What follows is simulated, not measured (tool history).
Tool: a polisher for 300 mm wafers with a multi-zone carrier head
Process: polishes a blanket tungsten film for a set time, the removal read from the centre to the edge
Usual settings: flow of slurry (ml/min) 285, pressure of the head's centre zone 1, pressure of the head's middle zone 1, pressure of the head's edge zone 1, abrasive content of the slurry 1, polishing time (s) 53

| run | day | flow of slurry (ml/min) | pressure of the head's centre zone | pressure of the head's middle zone | pressure of the head's edge zone | abrasive content of the slurry | polishing time (s) | wafers since the last listed run | wafers polished on this pad | hours since the slurry nozzle was cleaned | hours since the centre zone pressure was calibrated | hours since the edge zone pressure was calibrated | hours since the carrier head's membrane was replaced | incoming thickness of the incoming film, nm | film removed at the wafer's centre (Å) | film removed at mid-radius (Å) | film removed at the wafer's edge (Å) |
|---|---|---|---|---|---|---|---|---|---|---|---|---|---|---|---|---|---|
| 1 | 0 | 285 | 1 | 1 | 1 | 1 | 53 | 0 | 186 | 550.8 | 758 | 485.3 | 923.3 | 1571.8 | 1297 | 1286 | 1309 |
| 2 | 0.675 | 285 | 1 | 1 | 1 | 1 | 41 | 134 | 320 | 567 | 774.2 | 501.5 | 939.5 | 1530.4 | 959 | 984 | 1019 |
| 3 | 1.333 | 285 | 1 | 1 | 1 | 1 | 41 | 131 | 452 | 582.8 | 790 | 517.3 | 955.3 | 1550.3 | 967 | 982 | 1007 |
| 4 | 1.862 | 285 | 1 | 1 | 1 | 1 | 53 | 105 | 557 | 595.5 | 802.7 | 530 | 968 | 1547.3 | 1243 | 1255 | 1293 |
|  | 2.254 | carrier head's membrane replaced by a new one |
| 5 | 2.275 | 220 | 1 | 1 | 1 | 1 | 60 | 40 | 598 | 605.4 | 812.6 | 539.9 | 0.5 | 1532.7 | 1357 | 1357 | 1408 |
| 6 | 2.604 | 285 | 1 | 1 | 1.05 | 1 | 53 | 65 | 663 | 613.3 | 820.5 | 547.8 | 8.4 | 1559.1 | 1228 | 1219 | 1308 |
|  | 4.062 | worn pad replaced by a new one |
| 7 | 4.462 | 285 | 0.9 | 1 | 1 | 1 | 41 | 337 | 79 | 657.9 | 865.1 | 592.4 | 53 | 1574.3 | 890 | 1015 | 1021 |
|  | 5.179 | edge zone pressure recalibrated |
| 8 | 5.2 | 285 | 0.93 | 1.1 | 1 | 1 | 53 | 130 | 209 | 675.6 | 882.8 | 0.5 | 70.7 | 1547.9 | 1192 | 1387 | 1321 |
| 9 | 5.4 | 285 | 0.94 | 1 | 1 | 1 | 59 | 39 | 249 | 680.4 | 887.6 | 5.3 | 75.5 | 1521.9 | 1361 | 1440 | 1476 |
|  | 5.658 | slurry nozzle cleaned |
|  | 5.696 | centre zone pressure recalibrated |
| 10 | 5.988 | 285 | 1 | 1 | 0.95 | 1 | 53 | 101 | 350 | 7.9 | 7 | 19.4 | 89.6 | 1522.9 | 1242 | 1282 | 1303 |
| 11 | 6.342 | 285 | 1 | 1 | 1 | 1 | 53 | 70 | 421 | 16.4 | 15.5 | 27.9 | 98.1 | 1557.9 | 1251 | 1274 | 1292 |
| 12 | 6.742 | 285 | 1 | 1 | 1 | 1 | 53 | 79 | 501 | 26 | 25.1 | 37.5 | 107.7 | 1530.3 | 1253 | 1273 | 1303 |
| 13 | 7.804 | 285 | 1 | 1 | 1 | 1 | 53 | 211 | 713 | 51.5 | 50.6 | 63 | 133.2 | 1579.9 | 1239 | 1230 | 1271 |
| 14 | 8.421 | 250 | 1 | 0.93 | 1 | 1 | 53 | 123 | 836 | 66.3 | 65.4 | 77.8 | 148 | 1555.3 | 1180 | 1132 | 1232 |
|  | 9.667 | worn pad replaced by a new one |
| 15 | 9.933 | 285 | 1 | 1 | 1.08 | 1.15 | 53 | 268 | 53 | 102.6 | 101.7 | 114.1 | 184.3 | 1550.6 | 1303 | 1312 | 1406 |
| 16 | 10.233 | 285 | 1 | 0.94 | 1 | 1 | 53 | 59 | 113 | 109.8 | 108.9 | 121.3 | 191.5 | 1551 | 1286 | 1234 | 1337 |
| 17 | 10.621 | 285 | 1 | 1 | 1 | 1 | 35 | 77 | 190 | 119.1 | 118.2 | 130.6 | 200.8 | 1553.9 | 850 | 836 | 875 |
| 18 | 10.938 | 285 | 1.07 | 1.05 | 1 | 1.2 | 68 | 63 | 253 | 126.7 | 125.8 | 138.2 | 208.4 | 1535 | 1779 | 1754 | 1744 |
| 19 | 11.204 | 285 | 1 | 1.09 | 0.95 | 1.15 | 53 | 53 | 306 | 133.1 | 132.2 | 144.6 | 214.8 | 1535.9 | 1299 | 1403 | 1303 |
| 20 | 13.3 | 285 | 1 | 1 | 1 | 1 | 53 | 418 | 724 | 183.4 | 182.5 | 194.9 | 265.1 | 1552.2 | 1198 | 1226 | 1245 |
| 21 | 13.942 | 285 | 1 | 1 | 1 | 1 | 53 | 127 | 852 | 198.8 | 197.9 | 210.3 | 280.5 | 1538.6 | 1189 | 1185 | 1250 |

5 ways to go on from here, each from the tool as it stands after run 21. What would each give?
| A | 13.958 | 285 | 1 | 1 | 1 | 1 | 53 | 3 | 856 | 199.2 | 198.3 | 210.7 | 280.9 | 1550.2 | ? | ? | ? |
| B | 13.958 | 285 | 1 | 1 | 1 | 1 | 70 | 3 | 856 | 199.2 | 198.3 | 210.7 | 280.9 | 1550.2 | ? | ? | ? |
| C | 13.958 | 355 | 1 | 1 | 1 | 1 | 35 | 3 | 856 | 199.2 | 198.3 | 210.7 | 280.9 | 1550.2 | ? | ? | ? |
| D | 13.958 | 205 | 1 | 1 | 1.08 | 1.3 | 53 | 3 | 856 | 199.2 | 198.3 | 210.7 | 280.9 | 1550.2 | ? | ? | ? |
| E | 13.958 | 285 | 1.09 | 0.9 | 0.95 | 1 | 53 | 3 | 856 | 199.2 | 198.3 | 210.7 | 280.9 | 1550.2 | ? | ? | ? |

| run | film removed at the wafer's centre (Å) | film removed at mid-radius (Å) | film removed at the wafer's edge (Å) |
|---|---|---|---|
| A | 1176 | 1198 | 1211 |
| B | 1553 | 1583 | 1600 |
| C | 796 | 809 | 813 |
| D | 1170 | 1198 | 1273 |
| E | 1282 | 1102 | 1184 |
Without the tool's hidden state the same runs would have given:
| run | film removed at the wafer's centre (Å) | film removed at mid-radius (Å) | film removed at the wafer's edge (Å) |
|---|---|---|---|
| A | 1281 | 1305 | 1320 |
| B | 1692 | 1724 | 1743 |
| C | 867 | 881 | 886 |
| D | 1275 | 1305 | 1386 |
| E | 1396 | 1200 | 1289 |

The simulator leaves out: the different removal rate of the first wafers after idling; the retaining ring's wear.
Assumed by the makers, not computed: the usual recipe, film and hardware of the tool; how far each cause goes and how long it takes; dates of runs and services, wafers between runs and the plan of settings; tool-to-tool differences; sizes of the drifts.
